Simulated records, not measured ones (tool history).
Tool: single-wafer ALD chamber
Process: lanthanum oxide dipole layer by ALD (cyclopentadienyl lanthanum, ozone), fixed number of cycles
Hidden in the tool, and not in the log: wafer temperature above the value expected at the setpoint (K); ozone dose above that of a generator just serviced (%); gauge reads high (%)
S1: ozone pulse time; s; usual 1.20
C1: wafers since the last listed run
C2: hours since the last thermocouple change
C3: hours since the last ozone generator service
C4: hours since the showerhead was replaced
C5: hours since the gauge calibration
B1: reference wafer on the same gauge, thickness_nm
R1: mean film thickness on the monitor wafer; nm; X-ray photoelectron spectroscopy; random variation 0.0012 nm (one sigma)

run 1 hour=0.0 | S1=1.20 | C1=0 C2=1176.0 C3=1700.3 C4=3473.4 C5=116.7 | B1=0.551 | R1=0.426
run 2 hour=8.7 | S1=1.08 | C1=180 C2=1184.7 C3=1709.0 C4=3482.1 C5=125.4 | B1=0.551 | R1=0.406
run 3 hour=18.5 | S1=1.08 | C1=203 C2=1194.5 C3=1718.8 C4=3491.9 C5=135.2 | B1=0.551 | R1=0.405
run 4 hour=33.7 | S1=0.97 | C1=316 C2=1209.7 C3=1734.0 C4=3507.1 C5=150.4 | B1=0.550 | R1=0.385
run 5 hour=44.7 | S1=0.97 | C1=228 C2=1220.7 C3=1745.0 C4=3518.1 C5=161.4 | B1=0.552 | R1=0.384
-- hour=60.4 gauge calibrated
-- hour=61.5 thermocouple changed; heater temperature recalibrated
run 6 hour=62.0 | S1=0.97 | C1=193 C2=0.5 C3=1762.3 C4=3535.4 C5=1.6 | B1=0.551 | R1=0.383
run 7 hour=85.9 | S1=1.20 | C1=497 C2=24.4 C3=1786.2 C4=3559.3 C5=25.5 | B1=0.551 | R1=0.421
run 8 hour=100.6 | S1=1.58 | C1=305 C2=39.1 C3=1800.9 C4=3574.0 C5=40.2 | B1=0.551 | R1=0.464
run 9 hour=106.9 | S1=1.58 | C1=131 C2=45.4 C3=1807.2 C4=3580.3 C5=46.5 | B1=0.551 | R1=0.462
run 10 hour=113.9 | S1=1.56 | C1=145 C2=52.4 C3=1814.2 C4=3587.3 C5=53.5 | B1=0.551 | R1=0.460
-- hour=127.4 ozone generator serviced
run 11 hour=127.9 | S1=1.45 | C1=124 C2=66.4 C3=0.5 C4=3601.3 C5=67.5 | B1=0.552 | R1=0.497
run 12 hour=131.6 | S1=1.62 | C1=76 C2=70.1 C3=4.2 C4=3605.0 C5=71.2 | B1=0.551 | R1=0.505
run 13 hour=142.4 | S1=1.00 | C1=224 C2=80.9 C3=15.0 C4=3615.8 C5=82.0 | B1=0.551 | R1=0.451
-- hour=156.2 showerhead replaced
run 14 hour=156.7 | S1=1.39 | C1=131 C2=95.2 C3=29.3 C4=0.5 C5=96.3 | B1=0.551 | R1=0.493
run 15 hour=164.4 | S1=1.20 | C1=160 C2=102.9 C3=37.0 C4=8.2 C5=104.0 | B1=0.551 | R1=0.477
run 16 hour=181.0 | S1=0.97 | C1=345 C2=119.5 C3=53.6 C4=24.8 C5=120.6 | B1=0.551 | R1=0.445
run 17 hour=187.3 | S1=0.96 | C1=131 C2=125.8 C3=59.9 C4=31.1 C5=126.9 | B1=0.551 | R1=0.445
run 18 hour=197.8 | S1=1.20 | C1=218 C2=136.3 C3=70.4 C4=41.6 C5=137.4 | B1=0.551 | R1=0.476

Some steps in R1 between neighbouring runs. How much of each would the tool show without its hidden state too (settings, what came in, random variation), and how much is left for the hidden state, with any gauge scatter that isn't in both results?
Run 10 -> 11: S1 1.56 -> 1.45, ozone generator serviced. R1 +0.037 nm: hidden state +0.041, all else -0.004.
Run 12 -> 13: S1 1.62 -> 1.00. R1 -0.054 nm: hidden state +0.000, all else -0.054.
